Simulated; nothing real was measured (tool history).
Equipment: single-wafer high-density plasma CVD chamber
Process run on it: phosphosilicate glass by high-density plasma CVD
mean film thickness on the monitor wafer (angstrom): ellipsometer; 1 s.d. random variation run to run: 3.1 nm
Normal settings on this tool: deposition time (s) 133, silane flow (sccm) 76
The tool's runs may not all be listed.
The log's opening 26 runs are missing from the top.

run,hour,deposition time (s),silane flow (sccm),wafers since the last listed run,hours since the silane flow controller was replaced,hours since the gauge calibration,"read-back reference wafer on the same gauge, thickness_nm",mean film thickness on the monitor wafer (angstrom)
27,1262.9,122,68,270,2931.7,212.3,1116.837,8606.47
28,1293.7,133,76,223,2962.5,243.1,1117.195,10503.97
29,1349.2,107,76,402,3018.0,298.6,1117.149,8449.01
30,1382.7,152,76,243,3051.5,332.1,1117.343,12007.76
31,1427.0,123,70,321,3095.8,376.4,1117.085,8912.26
32,1467.7,133,76,295,3136.5,417.1,1116.601,10449.24
33,1506.8,123,67,283,3175.6,456.2,1116.236,8562.26
# hour 1639.6: silane flow controller replaced
34,1672.5,124,69,1144,32.9,621.9,1115.410,8854.89
35,1714.2,123,81,302,74.6,663.6,1115.778,10279.42
36,1761.5,133,71,343,121.9,710.9,1115.275,9796.44
37,1792.0,133,76,221,152.4,741.4,1114.661,10468.68
38,1857.1,133,76,472,217.5,806.5,1114.071,10453.63
39,1973.2,108,89,842,333.6,922.6,1113.865,9938.16
40,2019.5,142,72,336,379.9,968.9,1113.153,10613.45
41,2050.0,119,62,221,410.4,999.4,1112.715,7660.08
42,2076.2,108,76,190,436.6,1025.6,1112.263,8448.03
43,2103.9,155,91,201,464.3,1053.3,1111.794,14523.49
44,2140.5,158,72,265,500.9,1089.9,1111.851,11760.41
45,2185.6,133,76,327,546.0,1135.0,1111.686,10400.99

Forecast each of these 5 alternatives for the next run:
A,2186.0,147,76,2,546.4,1135.4,?,?
B,2186.0,159,63,2,546.4,1135.4,?,?
C,2186.0,113,84,2,546.4,1135.4,?,?
D,2186.0,143,71,2,546.4,1135.4,?,?
E,2186.0,126,67,2,546.4,1135.4,?,?

run,"read-back reference wafer on the same gauge, thickness_nm",mean film thickness on the monitor wafer (angstrom)
A,1111.083,11521.88
B,1111.083,10348.97
C,1111.083,9781.28
D,1111.083,10477.28
E,1111.083,8716.40
With no hidden state in the tool, these same runs would have given:
run,mean film thickness on the monitor wafer (angstrom)
A,11614.84
B,10432.46
C,9860.19
D,10561.81
E,8786.72

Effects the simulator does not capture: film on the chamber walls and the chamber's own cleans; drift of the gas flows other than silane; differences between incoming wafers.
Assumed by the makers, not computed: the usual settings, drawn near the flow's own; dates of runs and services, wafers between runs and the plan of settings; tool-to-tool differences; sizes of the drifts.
